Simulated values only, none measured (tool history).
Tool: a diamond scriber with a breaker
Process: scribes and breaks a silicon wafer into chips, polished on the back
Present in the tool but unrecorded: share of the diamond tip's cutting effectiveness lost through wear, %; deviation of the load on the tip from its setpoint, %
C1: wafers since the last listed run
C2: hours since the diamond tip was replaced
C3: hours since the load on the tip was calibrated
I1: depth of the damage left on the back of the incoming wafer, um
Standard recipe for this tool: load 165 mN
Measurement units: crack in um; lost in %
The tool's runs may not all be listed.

Run 1, hour 0: usual settings; C1 0; C2 302.9; C3 1322.9; I1 0.04. Result: crack 9.19 um, lost 2.48 %.
Run 2, hour 29: usual settings; C1 97; C2 331.9; C3 1351.9; I1 0.02. Result: crack 9.54 um, lost 2.56 %.
Run 3, hour 46: usual settings but load 186 mN; C1 57; C2 348.9; C3 1368.9; I1 0.02. Result: crack 10.07 um, lost 2.33 %.
Run 4, hour 65.7: usual settings but load 130 mN; C1 66; C2 368.6; C3 1388.6; I1 0.02. Result: crack 7.74 um, lost 15.95 %.
Run 5, hour 150.5: usual settings but load 130 mN; C1 285; C2 453.4; C3 1473.4; I1 0.01. Result: crack 7.58 um, lost 16.23 %.
Run 6, hour 177.9: usual settings; C1 92; C2 480.8; C3 1500.8; I1 0.02. Result: crack 9.17 um, lost 3.2 %.
Run 7, hour 199.3: usual settings; C1 71; C2 502.2; C3 1522.2; I1 0.04. Result: crack 8.98 um, lost 3.09 %.
Run 8, hour 224.7: usual settings but load 201 mN; C1 85; C2 527.6; C3 1547.6; I1 0.03. Result: crack 10.37 um, lost 3.37 %.
Run 9, hour 242.2: usual settings; C1 58; C2 545.1; C3 1565.1; I1 0.03. Result: crack 8.92 um, lost 3.65 %.
At hour 249.4: load on the tip recalibrated.
Run 10, hour 272: usual settings but load 134 mN; C1 93; C2 574.9; C3 22.6; I1 0.02. Result: crack 7.57 um, lost 16.92 %.
Run 11, hour 297.6: usual settings but load 208 mN; C1 86; C2 600.5; C3 48.2; I1 0.02. Result: crack 10.6 um, lost 3.4 %.
Run 12, hour 332.9: usual settings but load 195 mN; C1 118; C2 635.8; C3 83.5; I1 0.04. Result: crack 9.91 um, lost 2.08 %.
At hour 344.1: diamond tip replaced by a new one.
Run 13, hour 430.2: usual settings but load 193 mN; C1 320; C2 86.1; C3 180.8; I1 0.03. Result: crack 10.98 um, lost 4.17 %.
Run 14, hour 451.5: usual settings; C1 71; C2 107.4; C3 202.1; I1 0.01. Result: crack 9.64 um, lost 1.89 %.
Run 15, hour 482.6: usual settings; C1 104; C2 138.5; C3 233.2; I1 0.04. Result: crack 9.48 um, lost 1.94 %.

What differs in the tool's unlogged condition from the final listed run ahead of each entry between runs to the first listed run following it?
Run 9 -> run 10: load on the tip recalibrated (hour 249.4)
  share of the diamond tip's cutting effectiveness lost through wear, %: 11.2 -> 11.8
  measured minus no-state result, crack: -0.74 -> -0.67 um; lost: +1.89 -> +8.4 %
Run 12 -> run 13: diamond tip replaced by a new one (hour 344.1)
  share of the diamond tip's cutting effectiveness lost through wear, %: 13 -> 2.14
  measured minus no-state result, crack: -0.96 -> -0.16 um; lost: -4.33 -> -0.79 %

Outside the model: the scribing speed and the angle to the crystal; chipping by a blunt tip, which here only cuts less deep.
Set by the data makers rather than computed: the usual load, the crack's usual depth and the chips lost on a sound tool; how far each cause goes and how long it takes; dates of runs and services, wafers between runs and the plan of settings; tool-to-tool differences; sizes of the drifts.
